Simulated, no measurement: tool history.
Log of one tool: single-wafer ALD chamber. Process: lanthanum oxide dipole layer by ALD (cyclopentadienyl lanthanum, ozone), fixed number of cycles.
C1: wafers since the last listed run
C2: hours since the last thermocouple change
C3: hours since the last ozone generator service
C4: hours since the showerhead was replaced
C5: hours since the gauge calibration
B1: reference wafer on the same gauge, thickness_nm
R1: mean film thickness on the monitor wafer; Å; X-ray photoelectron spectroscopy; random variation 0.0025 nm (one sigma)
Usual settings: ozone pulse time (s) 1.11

run 1 hour=0 | ozone_pulse_time_(s)=1.4 | C1=0 C2=1829.6 C3=632.6 C4=7481 C5=2730.6 | B1=0.501 | R1=5.43
run 2 hour=89.9 | ozone_pulse_time_(s)=0.83 | C1=2285 C2=1919.5 C3=722.5 C4=7570.9 C5=2820.5 | B1=0.5 | R1=3.8
run 3 hour=280 | ozone_pulse_time_(s)=0.83 | C1=4831 C2=2109.6 C3=912.6 C4=7761 C5=3010.6 | B1=0.501 | R1=3.77
run 4 hour=326.9 | ozone_pulse_time_(s)=0.88 | C1=1192 C2=2156.5 C3=959.5 C4=7807.9 C5=3057.5 | B1=0.5 | R1=4
run 5 hour=411.3 | ozone_pulse_time_(s)=0.88 | C1=2145 C2=2240.9 C3=1043.9 C4=7892.3 C5=3141.9 | B1=0.501 | R1=3.99
run 6 hour=500.2 | ozone_pulse_time_(s)=0.98 | C1=2259 C2=2329.8 C3=1132.8 C4=7981.2 C5=3230.8 | B1=0.502 | R1=4.45
run 7 hour=568.2 | ozone_pulse_time_(s)=0.82 | C1=1728 C2=2397.8 C3=1200.8 C4=8049.2 C5=3298.8 | B1=0.5 | R1=3.65
-- hour=579.5 gauge calibrated
run 8 hour=653 | ozone_pulse_time_(s)=0.82 | C1=2155 C2=2482.6 C3=1285.6 C4=8134 C5=73.5 | B1=0.501 | R1=3.64
run 9 hour=696.5 | ozone_pulse_time_(s)=0.82 | C1=1105 C2=2526.1 C3=1329.1 C4=8177.5 C5=117 | B1=0.501 | R1=3.69
-- hour=768.9 showerhead replaced
run 10 hour=780.1 | ozone_pulse_time_(s)=1.22 | C1=1921 C2=2609.7 C3=1412.7 C4=11.2 C5=200.6 | B1=0.501 | R1=5.05
-- hour=862.6 ozone generator serviced
run 11 hour=863.1 | ozone_pulse_time_(s)=1.22 | C1=1906 C2=2692.7 C3=0.5 C4=94.2 C5=283.6 | B1=0.501 | R1=4.66
run 12 hour=1062.9 | ozone_pulse_time_(s)=1.11 | C1=5078 C2=2892.5 C3=200.3 C4=294 C5=483.4 | B1=0.5 | R1=4.18
run 13 hour=1135.1 | ozone_pulse_time_(s)=0.8 | C1=1835 C2=2964.7 C3=272.5 C4=366.2 C5=555.6 | B1=0.501 | R1=2.77
-- hour=1192.7 thermocouple changed; heater temperature recalibrated
run 14 hour=1193.2 | ozone_pulse_time_(s)=0.75 | C1=1273 C2=0.5 C3=330.6 C4=424.3 C5=613.7 | B1=0.501 | R1=2.43
run 15 hour=1263.3 | ozone_pulse_time_(s)=0.93 | C1=1781 C2=70.6 C3=400.7 C4=494.4 C5=683.8 | B1=0.501 | R1=3.34
run 16 hour=1330.5 | ozone_pulse_time_(s)=0.68 | C1=1708 C2=137.8 C3=467.9 C4=561.6 C5=751 | B1=0.501 | R1=1.88
run 17 hour=1367 | ozone_pulse_time_(s)=1.11 | C1=927 C2=174.3 C3=504.4 C4=598.1 C5=787.5 | B1=0.501 | R1=3.96
run 18 hour=1404.9 | ozone_pulse_time_(s)=1.38 | C1=963 C2=212.2 C3=542.3 C4=636 C5=825.4 | B1=0.501 | R1=4.64
run 19 hour=1464.5 | ozone_pulse_time_(s)=1.11 | C1=1514 C2=271.8 C3=601.9 C4=695.6 C5=885 | B1=0.501 | R1=3.91
run 20 hour=1567.6 | ozone_pulse_time_(s)=1.29 | C1=2620 C2=374.9 C3=705 C4=798.7 C5=988.1 | B1=0.502 | R1=4.38
run 21 hour=1621.8 | ozone_pulse_time_(s)=1.53 | C1=1377 C2=429.1 C3=759.2 C4=852.9 C5=1042.3 | B1=0.501 | R1=4.8
-- hour=1675.8 ozone generator serviced, repeated, since the last time left the tool worse
run 22 hour=1676.3 | ozone_pulse_time_(s)=0.74 | C1=1181 C2=483.6 C3=0.5 C4=907.4 C5=1096.8 | B1=0.501 | R1=3.6
run 23 hour=1747.9 | ozone_pulse_time_(s)=1.11 | C1=1819 C2=555.2 C3=72.1 C4=979 C5=1168.4 | B1=0.501 | R1=5.11
run 24 hour=1825.8 | ozone_pulse_time_(s)=0.71 | C1=1980 C2=633.1 C3=150 C4=1056.9 C5=1246.3 | B1=0.5 | R1=3.23
run 25 hour=1878 | ozone_pulse_time_(s)=1.11 | C1=1326 C2=685.3 C3=202.2 C4=1109.1 C5=1298.5 | B1=0.5 | R1=5.07
run 26 hour=1927.7 | ozone_pulse_time_(s)=1.11 | C1=1263 C2=735 C3=251.9 C4=1158.8 C5=1348.2 | B1=0.501 | R1=5.03
run 27 hour=1996 | ozone_pulse_time_(s)=1.11 | C1=1736 C2=803.3 C3=320.2 C4=1227.1 C5=1416.5 | B1=0.502 | R1=4.98
run 28 hour=2033.2 | ozone_pulse_time_(s)=0.79 | C1=945 C2=840.5 C3=357.4 C4=1264.3 C5=1453.7 | B1=0.501 | R1=3.68
run 29 hour=2133.4 | ozone_pulse_time_(s)=1.52 | C1=2546 C2=940.7 C3=457.6 C4=1364.5 C5=1553.9 | B1=0.501 | R1=5.61
run 30 hour=2232.9 | ozone_pulse_time_(s)=1.5 | C1=2529 C2=1040.2 C3=557.1 C4=1464 C5=1653.4 | B1=0.501 | R1=5.47
run 31 hour=2505.6 | ozone_pulse_time_(s)=1.49 | C1=6931 C2=1312.9 C3=829.8 C4=1736.7 C5=1926.1 | B1=0.501 | R1=5.42
run 32 hour=2558.4 | ozone_pulse_time_(s)=1.37 | C1=1342 C2=1365.7 C3=882.6 C4=1789.5 C5=1978.9 | B1=0.502 | R1=5.38
run 33 hour=2735.2 | ozone_pulse_time_(s)=1.51 | C1=4493 C2=1542.5 C3=1059.4 C4=1966.3 C5=2155.7 | B1=0.5 | R1=5.5
run 34 hour=2786.5 | ozone_pulse_time_(s)=1.24 | C1=1303 C2=1593.8 C3=1110.7 C4=2017.6 C5=2207 | B1=0.502 | R1=5.11
run 35 hour=2871.2 | ozone_pulse_time_(s)=1.11 | C1=2152 C2=1678.5 C3=1195.4 C4=2102.3 C5=2291.7 | B1=0.499 | R1=4.85

The tool's hidden state at each run:
wafer temperature above the value expected at the setpoint (K): 0 in every run
gauge reads high (%): 0 in every run
H1: ozone dose above that of a generator just serviced (%)
run=1 H1=-8.64
run=2 H1=-9.18
run=3 H1=-10
run=4 H1=-10.2
run=5 H1=-10.5
run=6 H1=-10.7
run=7 H1=-10.8
run=8 H1=-11
run=9 H1=-11.1
run=10 H1=-11.2
run=11 H1=-21
run=12 H1=-24.9
run=13 H1=-25.9
run=14 H1=-26.6
run=15 H1=-27.4
run=16 H1=-28.1
run=17 H1=-28.4
run=18 H1=-28.7
run=19 H1=-29.1
run=20 H1=-29.8
run=21 H1=-30.1
run=22 H1=-0.136
run=23 H1=-1.68
run=24 H1=-3.13
run=25 H1=-3.98
run=26 H1=-4.71
run=27 H1=-5.61
run=28 H1=-6.04
run=29 H1=-7.07
run=30 H1=-7.9
run=31 H1=-9.48
run=32 H1=-9.7
run=33 H1=-10.3
run=34 H1=-10.4
run=35 H1=-10.6
